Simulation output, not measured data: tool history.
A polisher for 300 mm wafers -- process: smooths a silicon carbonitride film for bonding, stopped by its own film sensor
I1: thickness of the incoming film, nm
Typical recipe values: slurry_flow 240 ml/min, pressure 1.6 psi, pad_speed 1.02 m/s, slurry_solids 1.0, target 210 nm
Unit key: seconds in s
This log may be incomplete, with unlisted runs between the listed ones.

{"run": 1, "hour": 0.0, "slurry_flow": 240, "pressure": 1.6, "pad_speed": 1.02, "slurry_solids": 1.0, "target": 210, "I1": 231.6, "seconds": 100.9}
{"run": 2, "hour": 32.1, "slurry_flow": 240, "pressure": 1.6, "pad_speed": 1.02, "slurry_solids": 1.0, "target": 210, "I1": 228.0, "seconds": 81.2}
{"hour": 86.1, "done": "slurry nozzle cleaned"}
{"run": 3, "hour": 100.4, "slurry_flow": 240, "pressure": 1.6, "pad_speed": 1.02, "slurry_solids": 1.0, "target": 210, "I1": 228.9, "seconds": 87.5}
{"run": 4, "hour": 137.5, "slurry_flow": 240, "pressure": 1.6, "pad_speed": 1.02, "slurry_solids": 1.0, "target": 210, "I1": 230.7, "seconds": 95.4}
{"run": 5, "hour": 205.8, "slurry_flow": 240, "pressure": 1.6, "pad_speed": 1.02, "slurry_solids": 1.0, "target": 210, "I1": 231.9, "seconds": 100.4}
{"hour": 220.7, "done": "worn pad replaced by a new one"}
{"run": 6, "hour": 230.3, "slurry_flow": 240, "pressure": 1.6, "pad_speed": 1.02, "slurry_solids": 1.0, "target": 210, "I1": 225.9, "seconds": 72.6}
{"hour": 272.3, "done": "slurry blender recalibrated"}
{"run": 7, "hour": 281.2, "slurry_flow": 240, "pressure": 1.6, "pad_speed": 1.02, "slurry_solids": 1.0, "target": 210, "I1": 231.0, "seconds": 96.3}
{"run": 8, "hour": 308.5, "slurry_flow": 240, "pressure": 1.6, "pad_speed": 1.02, "slurry_solids": 1.0, "target": 210, "I1": 230.2, "seconds": 95.2}
{"run": 9, "hour": 347.4, "slurry_flow": 240, "pressure": 1.6, "pad_speed": 1.02, "slurry_solids": 1.0, "target": 210, "I1": 230.5, "seconds": 96.4}
{"hour": 383.0, "done": "slurry nozzle cleaned"}
{"run": 10, "hour": 401.8, "slurry_flow": 240, "pressure": 1.9, "pad_speed": 1.02, "slurry_solids": 1.0, "target": 210, "I1": 232.4, "seconds": 90.1}
{"run": 11, "hour": 462.4, "slurry_flow": 290, "pressure": 1.6, "pad_speed": 1.02, "slurry_solids": 1.0, "target": 210, "I1": 226.6, "seconds": 76.8}
{"run": 12, "hour": 513.3, "slurry_flow": 290, "pressure": 1.6, "pad_speed": 1.02, "slurry_solids": 1.0, "target": 210, "I1": 230.0, "seconds": 93.2}
{"hour": 559.2, "done": "worn pad replaced by a new one"}
{"hour": 589.2, "done": "slurry blender recalibrated"}
{"run": 13, "hour": 635.9, "slurry_flow": 290, "pressure": 1.6, "pad_speed": 1.02, "slurry_solids": 1.0, "target": 210, "I1": 230.8, "seconds": 95.5}
{"run": 14, "hour": 660.7, "slurry_flow": 240, "pressure": 2.0, "pad_speed": 1.02, "slurry_solids": 1.0, "target": 210, "I1": 233.7, "seconds": 96.7}
{"run": 15, "hour": 720.7, "slurry_flow": 240, "pressure": 1.6, "pad_speed": 1.12, "slurry_solids": 1.1, "target": 210, "I1": 230.7, "seconds": 90.3}
{"hour": 731.2, "done": "slurry nozzle cleaned"}
{"run": 16, "hour": 768.4, "slurry_flow": 240, "pressure": 1.4, "pad_speed": 1.02, "slurry_solids": 1.0, "target": 210, "I1": 232.1, "seconds": 119.8}
{"run": 17, "hour": 803.7, "slurry_flow": 240, "pressure": 1.6, "pad_speed": 0.68, "slurry_solids": 0.8, "target": 210, "I1": 230.4, "seconds": 149.3}
{"hour": 852.9, "done": "head pressure recalibrated"}
{"hour": 866.7, "done": "worn pad replaced by a new one"}
{"run": 18, "hour": 874.0, "slurry_flow": 240, "pressure": 1.6, "pad_speed": 1.02, "slurry_solids": 1.0, "target": 210, "I1": 232.0, "seconds": 97.8}
{"run": 19, "hour": 915.7, "slurry_flow": 240, "pressure": 1.6, "pad_speed": 1.02, "slurry_solids": 1.0, "target": 210, "I1": 228.6, "seconds": 83.6}
{"hour": 924.3, "done": "slurry blender recalibrated"}
{"run": 20, "hour": 973.2, "slurry_flow": 240, "pressure": 2.0, "pad_speed": 0.88, "slurry_solids": 1.0, "target": 210, "I1": 229.8, "seconds": 84.8}
{"hour": 1039.4, "done": "slurry nozzle cleaned"}
{"run": 21, "hour": 1039.9, "slurry_flow": 240, "pressure": 1.6, "pad_speed": 0.7, "slurry_solids": 1.0, "target": 210, "I1": 227.1, "seconds": 103.4}
{"run": 22, "hour": 1105.3, "slurry_flow": 190, "pressure": 1.9, "pad_speed": 1.36, "slurry_solids": 0.9, "target": 210, "I1": 229.7, "seconds": 72.1}
{"hour": 1143.7, "done": "worn pad replaced by a new one"}
{"run": 23, "hour": 1174.7, "slurry_flow": 240, "pressure": 1.4, "pad_speed": 1.02, "slurry_solids": 1.0, "target": 203, "I1": 232.5, "seconds": 155.3}
{"run": 24, "hour": 1215.2, "slurry_flow": 240, "pressure": 1.6, "pad_speed": 1.38, "slurry_solids": 1.0, "target": 215, "I1": 229.7, "seconds": 54.6}
{"hour": 1232.7, "done": "slurry blender recalibrated"}
{"run": 25, "hour": 1283.9, "slurry_flow": 240, "pressure": 1.6, "pad_speed": 1.02, "slurry_solids": 1.1, "target": 210, "I1": 227.4, "seconds": 77.6}
{"run": 26, "hour": 1328.6, "slurry_flow": 180, "pressure": 1.6, "pad_speed": 1.02, "slurry_solids": 1.0, "target": 210, "I1": 227.0, "seconds": 83.4}
{"run": 27, "hour": 1353.7, "slurry_flow": 240, "pressure": 1.6, "pad_speed": 1.02, "slurry_solids": 1.0, "target": 210, "I1": 230.0, "seconds": 93.4}
{"hour": 1370.6, "done": "slurry nozzle cleaned"}
{"run": 28, "hour": 1409.8, "slurry_flow": 240, "pressure": 1.6, "pad_speed": 1.02, "slurry_solids": 1.0, "target": 210, "I1": 228.4, "seconds": 85.5}
{"run": 29, "hour": 1465.5, "slurry_flow": 220, "pressure": 1.6, "pad_speed": 1.02, "slurry_solids": 0.8, "target": 210, "I1": 230.3, "seconds": 111.1}
{"hour": 1470.7, "done": "worn pad replaced by a new one"}
{"run": 30, "hour": 1524.2, "slurry_flow": 200, "pressure": 1.4, "pad_speed": 1.02, "slurry_solids": 1.0, "target": 210, "I1": 227.4, "seconds": 92.4}

Run-by-run hidden state of the tool:
removal rate lost through wear of the pad, %: 0, the same for each run
slurry flow missing at the pad, %: 0, the same for each run
abrasive missing from the slurry, %: 0, the same for each run
H1: deviation of the head's pressure from its setpoint, %
run=1 H1=-3.44
run=2 H1=-3.78
run=3 H1=-4.5
run=4 H1=-4.9
run=5 H1=-5.62
run=6 H1=-5.88
run=7 H1=-6.41
run=8 H1=-6.7
run=9 H1=-7.11
run=10 H1=-7.69
run=11 H1=-8.33
run=12 H1=-8.87
run=13 H1=-10.2
run=14 H1=-10.4
run=15 H1=-11.1
run=16 H1=-11.6
run=17 H1=-11.9
run=18 H1=-2.1
run=19 H1=-2.55
run=20 H1=-3.15
run=21 H1=-3.86
run=22 H1=-4.55
run=23 H1=-5.28
run=24 H1=-5.71
run=25 H1=-6.44
run=26 H1=-6.91
run=27 H1=-7.17
run=28 H1=-7.77
run=29 H1=-8.36
run=30 H1=-8.98

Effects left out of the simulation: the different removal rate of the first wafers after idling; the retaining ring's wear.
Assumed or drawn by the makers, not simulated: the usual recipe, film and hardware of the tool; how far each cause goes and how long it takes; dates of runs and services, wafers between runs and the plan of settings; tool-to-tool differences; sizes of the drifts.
